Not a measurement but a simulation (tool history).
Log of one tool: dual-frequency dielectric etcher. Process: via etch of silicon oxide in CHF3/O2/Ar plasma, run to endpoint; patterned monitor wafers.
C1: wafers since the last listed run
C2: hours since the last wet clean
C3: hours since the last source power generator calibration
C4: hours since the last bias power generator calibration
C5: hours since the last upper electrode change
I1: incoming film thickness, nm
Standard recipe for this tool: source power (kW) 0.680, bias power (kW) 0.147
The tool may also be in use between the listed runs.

run 1 day=0.000 | source_power_(kW)=0.680 bias_power_(kW)=0.147 | C1=0 C2=208.4 C3=2444.6 C4=3447.1 C5=1638.5 | I1=817.3 | endpoint_time_(s)=411.7
run 2 day=0.479 | source_power_(kW)=0.680 bias_power_(kW)=0.147 | C1=63 C2=219.9 C3=2456.1 C4=3458.6 C5=1650.0 | I1=817.8 | endpoint_time_(s)=415.6
run 3 day=0.750 | source_power_(kW)=0.680 bias_power_(kW)=0.147 | C1=36 C2=226.4 C3=2462.6 C4=3465.1 C5=1656.5 | I1=817.2 | endpoint_time_(s)=416.6
run 4 day=1.208 | source_power_(kW)=0.680 bias_power_(kW)=0.147 | C1=61 C2=237.4 C3=2473.6 C4=3476.1 C5=1667.5 | I1=815.9 | endpoint_time_(s)=409.0
-- day=1.883 source power generator calibrated
run 5 day=1.904 | source_power_(kW)=0.680 bias_power_(kW)=0.147 | C1=70 C2=254.1 C3=0.5 C4=3492.8 C5=1684.2 | I1=816.1 | endpoint_time_(s)=411.4
run 6 day=2.550 | source_power_(kW)=0.680 bias_power_(kW)=0.147 | C1=86 C2=269.6 C3=16.0 C4=3508.3 C5=1699.7 | I1=824.2 | endpoint_time_(s)=419.5
run 7 day=3.025 | source_power_(kW)=0.680 bias_power_(kW)=0.147 | C1=63 C2=281.0 C3=27.4 C4=3519.7 C5=1711.1 | I1=816.6 | endpoint_time_(s)=415.4
run 8 day=3.279 | source_power_(kW)=0.680 bias_power_(kW)=0.139 | C1=33 C2=287.1 C3=33.5 C4=3525.8 C5=1717.2 | I1=811.8 | endpoint_time_(s)=418.0
run 9 day=3.858 | source_power_(kW)=0.680 bias_power_(kW)=0.139 | C1=77 C2=301.0 C3=47.4 C4=3539.7 C5=1731.1 | I1=816.5 | endpoint_time_(s)=418.6
run 10 day=4.525 | source_power_(kW)=0.680 bias_power_(kW)=0.147 | C1=88 C2=317.0 C3=63.4 C4=3555.7 C5=1747.1 | I1=826.5 | endpoint_time_(s)=426.8
run 11 day=5.121 | source_power_(kW)=0.680 bias_power_(kW)=0.147 | C1=79 C2=331.3 C3=77.7 C4=3570.0 C5=1761.4 | I1=822.3 | endpoint_time_(s)=420.7
run 12 day=5.867 | source_power_(kW)=0.680 bias_power_(kW)=0.147 | C1=99 C2=349.2 C3=95.6 C4=3587.9 C5=1779.3 | I1=816.5 | endpoint_time_(s)=416.0
run 13 day=6.233 | source_power_(kW)=0.570 bias_power_(kW)=0.120 | C1=48 C2=358.0 C3=104.4 C4=3596.7 C5=1788.1 | I1=816.5 | endpoint_time_(s)=454.1
run 14 day=6.700 | source_power_(kW)=0.580 bias_power_(kW)=0.120 | C1=62 C2=369.2 C3=115.6 C4=3607.9 C5=1799.3 | I1=828.5 | endpoint_time_(s)=456.4
run 15 day=7.150 | source_power_(kW)=0.680 bias_power_(kW)=0.135 | C1=59 C2=380.0 C3=126.4 C4=3618.7 C5=1810.1 | I1=815.5 | endpoint_time_(s)=424.1
run 16 day=7.604 | source_power_(kW)=0.820 bias_power_(kW)=0.174 | C1=60 C2=390.9 C3=137.3 C4=3629.6 C5=1821.0 | I1=809.1 | endpoint_time_(s)=380.0
run 17 day=8.096 | source_power_(kW)=0.770 bias_power_(kW)=0.125 | C1=65 C2=402.7 C3=149.1 C4=3641.4 C5=1832.8 | I1=824.7 | endpoint_time_(s)=424.2
run 18 day=8.483 | source_power_(kW)=0.680 bias_power_(kW)=0.147 | C1=51 C2=412.0 C3=158.4 C4=3650.7 C5=1842.1 | I1=819.4 | endpoint_time_(s)=425.1
-- day=9.067 bias power generator calibrated
run 19 day=9.083 | source_power_(kW)=0.830 bias_power_(kW)=0.136 | C1=57 C2=426.4 C3=172.8 C4=0.4 C5=1856.5 | I1=822.8 | endpoint_time_(s)=407.6
run 20 day=9.604 | source_power_(kW)=0.630 bias_power_(kW)=0.161 | C1=69 C2=438.9 C3=185.3 C4=12.9 C5=1869.0 | I1=821.8 | endpoint_time_(s)=420.5
-- day=10.875 wet clean of the chamber
-- day=11.275 upper electrode replaced
run 21 day=11.296 | source_power_(kW)=0.530 bias_power_(kW)=0.165 | C1=38 C2=10.1 C3=225.9 C4=53.5 C5=0.5 | I1=813.8 | endpoint_time_(s)=449.1
run 22 day=11.317 | source_power_(kW)=0.680 bias_power_(kW)=0.147 | C1=2 C2=10.6 C3=226.4 C4=54.0 C5=1.0 | I1=819.0 | endpoint_time_(s)=438.6
run 23 day=11.333 | source_power_(kW)=0.520 bias_power_(kW)=0.112 | C1=2 C2=11.0 C3=226.8 C4=54.4 C5=1.4 | I1=816.8 | endpoint_time_(s)=483.6
run 24 day=11.533 | source_power_(kW)=0.680 bias_power_(kW)=0.147 | C1=26 C2=15.8 C3=231.6 C4=59.2 C5=6.2 | I1=819.6 | endpoint_time_(s)=435.7
run 25 day=11.812 | source_power_(kW)=0.680 bias_power_(kW)=0.147 | C1=37 C2=22.5 C3=238.3 C4=65.9 C5=12.9 | I1=824.6 | endpoint_time_(s)=444.6
run 26 day=12.517 | source_power_(kW)=0.680 bias_power_(kW)=0.147 | C1=93 C2=39.4 C3=255.2 C4=82.8 C5=29.8 | I1=818.6 | endpoint_time_(s)=438.6
run 27 day=12.842 | source_power_(kW)=0.680 bias_power_(kW)=0.170 | C1=43 C2=47.2 C3=263.0 C4=90.6 C5=37.6 | I1=818.2 | endpoint_time_(s)=424.2
-- day=14.100 wet clean of the chamber, repeated, since the last time left the tool worse
run 28 day=14.121 | source_power_(kW)=0.680 bias_power_(kW)=0.147 | C1=37 C2=0.5 C3=293.7 C4=121.3 C5=68.3 | I1=823.6 | endpoint_time_(s)=407.4
run 29 day=14.138 | source_power_(kW)=0.680 bias_power_(kW)=0.147 | C1=2 C2=0.9 C3=294.1 C4=121.7 C5=68.7 | I1=820.5 | endpoint_time_(s)=410.4
run 30 day=14.371 | source_power_(kW)=0.680 bias_power_(kW)=0.147 | C1=31 C2=6.5 C3=299.7 C4=127.3 C5=74.3 | I1=822.4 | endpoint_time_(s)=406.6
run 31 day=14.967 | source_power_(kW)=0.680 bias_power_(kW)=0.147 | C1=79 C2=20.8 C3=314.0 C4=141.6 C5=88.6 | I1=828.7 | endpoint_time_(s)=411.6
run 32 day=15.708 | source_power_(kW)=0.680 bias_power_(kW)=0.147 | C1=98 C2=38.6 C3=331.8 C4=159.4 C5=106.4 | I1=814.6 | endpoint_time_(s)=400.5
run 33 day=16.454 | source_power_(kW)=0.680 bias_power_(kW)=0.164 | C1=99 C2=56.5 C3=349.7 C4=177.3 C5=124.3 | I1=821.1 | endpoint_time_(s)=400.5
run 34 day=17.033 | source_power_(kW)=0.730 bias_power_(kW)=0.127 | C1=77 C2=70.4 C3=363.6 C4=191.2 C5=138.2 | I1=820.8 | endpoint_time_(s)=418.1
run 35 day=17.512 | source_power_(kW)=0.810 bias_power_(kW)=0.135 | C1=63 C2=81.9 C3=375.1 C4=202.7 C5=149.7 | I1=809.1 | endpoint_time_(s)=398.6
run 36 day=18.062 | source_power_(kW)=0.780 bias_power_(kW)=0.119 | C1=73 C2=95.1 C3=388.3 C4=215.9 C5=162.9 | I1=815.7 | endpoint_time_(s)=412.5

Run-by-run hidden state of the tool:
source power that arrives over what is set, %: 0 on each run
bias power that arrives over what is set, %: 0 on each run
H1: etch rate over this chamber's usual, %
run=1 H1=-1.62
run=2 H1=-1.7
run=3 H1=-1.75
run=4 H1=-1.82
run=5 H1=-1.94
run=6 H1=-2.05
run=7 H1=-2.14
run=8 H1=-2.18
run=9 H1=-2.28
run=10 H1=-2.39
run=11 H1=-2.49
run=12 H1=-2.62
run=13 H1=-2.69
run=14 H1=-2.77
run=15 H1=-2.84
run=16 H1=-2.92
run=17 H1=-3
run=18 H1=-3.07
run=19 H1=-3.17
run=20 H1=-3.26
run=21 H1=-6.43
run=22 H1=-6.43
run=23 H1=-6.43
run=24 H1=-6.47
run=25 H1=-6.51
run=26 H1=-6.63
run=27 H1=-6.69
run=28 H1=-0.0841
run=29 H1=-0.087
run=30 H1=-0.127
run=31 H1=-0.229
run=32 H1=-0.356
run=33 H1=-0.484
run=34 H1=-0.583
run=35 H1=-0.666
run=36 H1=-0.76
